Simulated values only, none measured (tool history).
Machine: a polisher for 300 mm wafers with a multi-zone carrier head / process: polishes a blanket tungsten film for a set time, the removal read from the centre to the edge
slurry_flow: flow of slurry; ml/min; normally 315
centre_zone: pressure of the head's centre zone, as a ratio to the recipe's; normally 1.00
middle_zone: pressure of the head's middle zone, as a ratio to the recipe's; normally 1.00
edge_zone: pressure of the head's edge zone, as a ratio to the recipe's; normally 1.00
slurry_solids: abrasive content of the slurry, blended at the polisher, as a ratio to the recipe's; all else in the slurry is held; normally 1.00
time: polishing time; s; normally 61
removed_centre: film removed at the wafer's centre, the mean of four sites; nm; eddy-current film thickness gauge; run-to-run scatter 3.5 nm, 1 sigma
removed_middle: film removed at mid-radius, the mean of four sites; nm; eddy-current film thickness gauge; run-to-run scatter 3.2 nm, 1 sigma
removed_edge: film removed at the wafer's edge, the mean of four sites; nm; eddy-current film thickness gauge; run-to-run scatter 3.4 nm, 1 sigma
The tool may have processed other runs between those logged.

run	day	slurry_flow	centre_zone	middle_zone	edge_zone	slurry_solids	time	incoming thickness of the incoming film, nm	removed_centre	removed_middle	removed_edge
1	0.000	315	1.00	1.00	1.00	1.00	61	1168.1	269.8	261.6	264.8
# day 1.750: worn pad replaced by a new one
2	1.771	315	1.00	1.00	1.00	1.00	61	1191.0	265.6	266.0	265.1
3	2.267	315	1.00	1.00	1.00	1.00	56	1163.3	245.6	247.8	251.5
# day 3.058: carrier head's membrane replaced by a new one
4	3.079	315	1.00	1.00	1.00	1.00	61	1181.8	268.2	266.7	262.6
5	3.575	315	1.09	0.96	1.00	1.00	61	1164.4	287.7	258.6	265.6
6	4.238	315	1.00	0.89	1.00	1.00	61	1183.4	265.0	247.5	266.8
7	4.821	315	1.00	1.00	1.09	1.00	54	1171.6	233.9	240.1	243.5
8	5.300	315	1.00	1.00	1.00	1.00	61	1178.8	270.8	265.7	272.5
9	5.558	220	0.96	1.00	1.06	1.15	61	1158.5	262.6	270.0	279.6
10	6.171	315	1.00	0.90	0.89	1.00	61	1180.5	265.2	248.0	254.0
11	6.812	315	1.00	1.00	1.00	1.00	61	1182.8	271.1	267.6	271.9
# day 7.179: worn pad replaced by a new one
12	7.258	315	1.00	1.00	1.00	1.00	61	1169.3	270.0	266.8	263.6
13	7.912	315	1.00	1.00	1.07	1.00	61	1174.1	267.9	274.5	272.8
14	8.396	315	1.00	1.00	1.00	1.00	61	1186.2	266.1	272.2	267.5
15	9.008	315	1.00	1.09	0.90	1.00	61	1156.3	266.3	285.7	255.4
16	9.425	315	1.00	1.00	1.00	1.00	61	1153.7	268.2	268.8	272.3
17	9.988	315	1.00	1.00	1.00	1.00	61	1157.9	263.7	262.8	269.8
18	10.283	315	0.95	1.09	1.00	1.00	61	1163.2	260.2	282.8	272.5
19	10.708	315	0.91	0.91	1.00	0.75	55	1181.5	204.4	210.1	230.6
20	11.058	315	0.93	1.00	1.09	0.80	61	1169.6	239.1	251.9	262.7
21	11.779	315	0.96	0.90	1.00	1.00	61	1171.2	259.7	246.4	268.8
22	12.450	415	1.00	0.89	0.95	1.00	61	1173.9	277.6	248.6	266.6

What was the tool's hidden state at every run in the log?
removal rate lost through wear of the pad, %: 0 on each run
slurry flow missing at the pad, %: 0 on each run
deviation of the centre zone's pressure from its setpoint, %: 0 on each run
deviation of the edge zone's pressure from its setpoint, %: 0 on each run
